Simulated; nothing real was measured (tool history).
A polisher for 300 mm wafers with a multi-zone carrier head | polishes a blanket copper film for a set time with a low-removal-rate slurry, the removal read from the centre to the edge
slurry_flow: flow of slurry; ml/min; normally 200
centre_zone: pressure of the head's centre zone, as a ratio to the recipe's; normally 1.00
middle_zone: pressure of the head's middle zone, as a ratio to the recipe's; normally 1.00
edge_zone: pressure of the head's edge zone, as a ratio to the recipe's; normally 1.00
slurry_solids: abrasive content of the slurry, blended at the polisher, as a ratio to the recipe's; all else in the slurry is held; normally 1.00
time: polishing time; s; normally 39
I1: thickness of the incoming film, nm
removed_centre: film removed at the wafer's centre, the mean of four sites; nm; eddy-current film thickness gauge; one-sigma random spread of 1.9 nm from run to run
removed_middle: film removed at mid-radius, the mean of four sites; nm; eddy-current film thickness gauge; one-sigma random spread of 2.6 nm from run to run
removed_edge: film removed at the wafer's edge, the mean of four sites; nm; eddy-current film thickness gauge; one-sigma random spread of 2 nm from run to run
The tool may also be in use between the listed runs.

Run 1, hour 0.0: usual settings; I1 1237.2. Result: removed_centre 178.5 nm, removed_middle 181.2 nm, removed_edge 183.7 nm.
Run 2, hour 21.9: usual settings; I1 1222.8. Result: removed_centre 181.7 nm, removed_middle 181.3 nm, removed_edge 182.4 nm.
Run 3, hour 38.6: usual settings; I1 1235.2. Result: removed_centre 179.1 nm, removed_middle 179.8 nm, removed_edge 187.2 nm.
Run 4, hour 61.1: usual settings but edge_zone 0.94; I1 1241.4. Result: removed_centre 179.7 nm, removed_middle 181.3 nm, removed_edge 181.5 nm.
At hour 73.4: worn pad replaced by a new one.
Run 5, hour 96.9: usual settings; I1 1252.4. Result: removed_centre 178.5 nm, removed_middle 186.2 nm, removed_edge 183.9 nm.
At hour 125.4: slurry nozzle cleaned.
Run 6, hour 131.0: usual settings; I1 1226.4. Result: removed_centre 175.2 nm, removed_middle 180.5 nm, removed_edge 185.3 nm.
At hour 145.3: worn pad replaced by a new one.
Run 7, hour 146.7: usual settings; I1 1227.6. Result: removed_centre 174.6 nm, removed_middle 175.5 nm, removed_edge 183.3 nm.
Run 8, hour 179.0: usual settings but slurry_solids 1.15; I1 1234.1. Result: removed_centre 177.7 nm, removed_middle 185.3 nm, removed_edge 190.3 nm.
Run 9, hour 208.8: usual settings; I1 1234.4. Result: removed_centre 171.6 nm, removed_middle 180.4 nm, removed_edge 185.7 nm.
At hour 221.5: worn pad replaced by a new one.
Run 10, hour 225.5: usual settings but slurry_flow 145 ml/min, centre_zone 1.07, middle_zone 0.94, edge_zone 1.09; I1 1269.4. Result: removed_centre 170.2 nm, removed_middle 157.1 nm, removed_edge 182.7 nm.
At hour 247.0: carrier head's membrane replaced by a new one.
Run 11, hour 247.5: usual settings but centre_zone 0.93, middle_zone 1.11, edge_zone 1.10, slurry_solids 0.70; I1 1253.0. Result: removed_centre 148.8 nm, removed_middle 180.9 nm, removed_edge 179.5 nm.
At hour 259.4: centre zone pressure recalibrated.
At hour 267.5: edge zone pressure recalibrated.
Run 12, hour 273.8: usual settings but slurry_flow 130 ml/min, centre_zone 1.07, middle_zone 1.08, slurry_solids 0.85; I1 1221.4. Result: removed_centre 173.4 nm, removed_middle 169.1 nm, removed_edge 164.7 nm.
Run 13, hour 296.5: usual settings; I1 1258.3. Result: removed_centre 186.4 nm, removed_middle 180.0 nm, removed_edge 184.5 nm.
At hour 311.2: worn pad replaced by a new one.
Run 14, hour 326.6: usual settings but slurry_flow 135 ml/min, edge_zone 0.92, time 25 s; I1 1251.8. Result: removed_centre 107.7 nm, removed_middle 104.9 nm, removed_edge 107.1 nm.
Run 15, hour 351.4: usual settings but slurry_flow 180 ml/min; I1 1231.5. Result: removed_centre 177.5 nm, removed_middle 176.6 nm, removed_edge 180.0 nm.

What will run 16 give?
Run 16, hour 365.2: usual settings; I1 1220.8. Result: removed_centre ?, removed_middle ?, removed_edge ?.

removed_centre: 184.6 nm
removed_middle: 181.8 nm
removed_edge: 186.3 nm
Without the tool's hidden state the same run would have given removed_centre 186.6 nm, removed_middle 181.8 nm, removed_edge 186.3 nm.
